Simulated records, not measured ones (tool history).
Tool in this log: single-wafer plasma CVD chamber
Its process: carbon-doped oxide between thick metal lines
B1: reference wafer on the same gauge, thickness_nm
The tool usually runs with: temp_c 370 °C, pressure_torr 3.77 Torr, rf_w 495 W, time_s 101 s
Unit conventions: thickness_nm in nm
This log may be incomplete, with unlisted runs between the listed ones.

{"run": 1, "hour": 0.0, "temp_c": 370, "pressure_torr": 3.77, "rf_w": 495, "time_s": 101, "B1": 427.056, "thickness_nm": 408.047}
{"hour": 14.2, "done": "capacitance manometer re-zeroed and calibrated"}
{"run": 2, "hour": 14.7, "temp_c": 370, "pressure_torr": 3.77, "rf_w": 495, "time_s": 101, "B1": 427.094, "thickness_nm": 408.829}
{"run": 3, "hour": 18.2, "temp_c": 361, "pressure_torr": 3.77, "rf_w": 495, "time_s": 101, "B1": 426.504, "thickness_nm": 418.435}
{"run": 4, "hour": 34.3, "temp_c": 370, "pressure_torr": 3.02, "rf_w": 495, "time_s": 101, "B1": 427.362, "thickness_nm": 397.925}
{"hour": 47.5, "done": "showerhead replaced"}
{"run": 5, "hour": 55.2, "temp_c": 370, "pressure_torr": 3.77, "rf_w": 495, "time_s": 101, "B1": 427.558, "thickness_nm": 411.713}
{"run": 6, "hour": 66.7, "temp_c": 370, "pressure_torr": 3.77, "rf_w": 495, "time_s": 101, "B1": 427.257, "thickness_nm": 410.665}
{"run": 7, "hour": 77.9, "temp_c": 370, "pressure_torr": 3.27, "rf_w": 545, "time_s": 101, "B1": 427.201, "thickness_nm": 442.979}
{"hour": 95.6, "done": "RF generator calibrated"}
{"run": 8, "hour": 96.1, "temp_c": 364, "pressure_torr": 3.77, "rf_w": 495, "time_s": 94, "B1": 426.813, "thickness_nm": 423.01}
{"run": 9, "hour": 96.5, "temp_c": 370, "pressure_torr": 4.45, "rf_w": 495, "time_s": 120, "B1": 427.346, "thickness_nm": 543.486}
{"run": 10, "hour": 105.7, "temp_c": 370, "pressure_torr": 3.77, "rf_w": 495, "time_s": 101, "B1": 427.261, "thickness_nm": 440.745}
{"run": 11, "hour": 111.9, "temp_c": 370, "pressure_torr": 3.77, "rf_w": 495, "time_s": 101, "B1": 428.054, "thickness_nm": 442.041}
{"hour": 118.1, "done": "gauge calibrated"}
{"run": 12, "hour": 123.3, "temp_c": 370, "pressure_torr": 4.28, "rf_w": 580, "time_s": 101, "B1": 426.094, "thickness_nm": 521.071}
{"run": 13, "hour": 133.0, "temp_c": 381, "pressure_torr": 3.77, "rf_w": 495, "time_s": 101, "B1": 425.935, "thickness_nm": 438.039}
{"run": 14, "hour": 141.9, "temp_c": 370, "pressure_torr": 3.77, "rf_w": 495, "time_s": 101, "B1": 427.302, "thickness_nm": 445.729}
{"run": 15, "hour": 150.3, "temp_c": 370, "pressure_torr": 2.96, "rf_w": 495, "time_s": 101, "B1": 426.53, "thickness_nm": 422.835}
{"run": 16, "hour": 166.9, "temp_c": 370, "pressure_torr": 3.77, "rf_w": 565, "time_s": 88, "B1": 426.767, "thickness_nm": 432.981}
{"run": 17, "hour": 183.6, "temp_c": 362, "pressure_torr": 2.88, "rf_w": 495, "time_s": 119, "B1": 426.8, "thickness_nm": 504.62}
{"run": 18, "hour": 190.0, "temp_c": 370, "pressure_torr": 3.42, "rf_w": 495, "time_s": 120, "B1": 428.14, "thickness_nm": 508.313}
{"run": 19, "hour": 199.7, "temp_c": 370, "pressure_torr": 3.77, "rf_w": 445, "time_s": 101, "B1": 426.885, "thickness_nm": 394.894}
{"run": 20, "hour": 211.7, "temp_c": 363, "pressure_torr": 4.16, "rf_w": 495, "time_s": 101, "B1": 427.105, "thickness_nm": 456.725}
{"run": 21, "hour": 228.1, "temp_c": 370, "pressure_torr": 3.77, "rf_w": 565, "time_s": 88, "B1": 426.935, "thickness_nm": 431.019}
{"run": 22, "hour": 241.3, "temp_c": 380, "pressure_torr": 3.77, "rf_w": 495, "time_s": 101, "B1": 426.903, "thickness_nm": 426.635}
{"run": 23, "hour": 251.6, "temp_c": 357, "pressure_torr": 4.57, "rf_w": 450, "time_s": 101, "B1": 426.902, "thickness_nm": 424.075}
{"run": 24, "hour": 260.4, "temp_c": 370, "pressure_torr": 3.77, "rf_w": 495, "time_s": 101, "B1": 426.277, "thickness_nm": 437.168}
{"run": 25, "hour": 276.3, "temp_c": 370, "pressure_torr": 3.77, "rf_w": 560, "time_s": 101, "B1": 426.705, "thickness_nm": 485.806}
{"run": 26, "hour": 289.0, "temp_c": 370, "pressure_torr": 4.6, "rf_w": 425, "time_s": 101, "B1": 427.82, "thickness_nm": 380.164}
{"run": 27, "hour": 295.3, "temp_c": 356, "pressure_torr": 3.47, "rf_w": 590, "time_s": 121, "B1": 427.425, "thickness_nm": 618.638}
{"run": 28, "hour": 304.1, "temp_c": 370, "pressure_torr": 3.77, "rf_w": 495, "time_s": 101, "B1": 426.126, "thickness_nm": 432.541}
{"run": 29, "hour": 319.3, "temp_c": 370, "pressure_torr": 3.77, "rf_w": 495, "time_s": 90, "B1": 426.525, "thickness_nm": 389.223}

Alternative continuations, all from the tool just after run 29; predict every row:
{"run": "A", "hour": 319.7, "temp_c": 358, "pressure_torr": 3.77, "rf_w": 495, "time_s": 101, "B1": "?", "thickness_nm": "?"}
{"run": "B", "hour": 319.7, "temp_c": 370, "pressure_torr": 4.5, "rf_w": 585, "time_s": 107, "B1": "?", "thickness_nm": "?"}
{"run": "C", "hour": 319.7, "temp_c": 359, "pressure_torr": 4.47, "rf_w": 565, "time_s": 83, "B1": "?", "thickness_nm": "?"}
{"run": "D", "hour": 319.7, "temp_c": 370, "pressure_torr": 4.16, "rf_w": 495, "time_s": 101, "B1": "?", "thickness_nm": "?"}

run=A B1=427.853 thickness_nm=448.618
run=B B1=427.853 thickness_nm=554.233
run=C B1=427.853 thickness_nm=429.379
run=D B1=427.853 thickness_nm=443.618
With no hidden state in the tool, these same runs would have given:
run=A thickness_nm=462.403
run=B thickness_nm=570.368
run=C thickness_nm=441.88
run=D thickness_nm=457.249

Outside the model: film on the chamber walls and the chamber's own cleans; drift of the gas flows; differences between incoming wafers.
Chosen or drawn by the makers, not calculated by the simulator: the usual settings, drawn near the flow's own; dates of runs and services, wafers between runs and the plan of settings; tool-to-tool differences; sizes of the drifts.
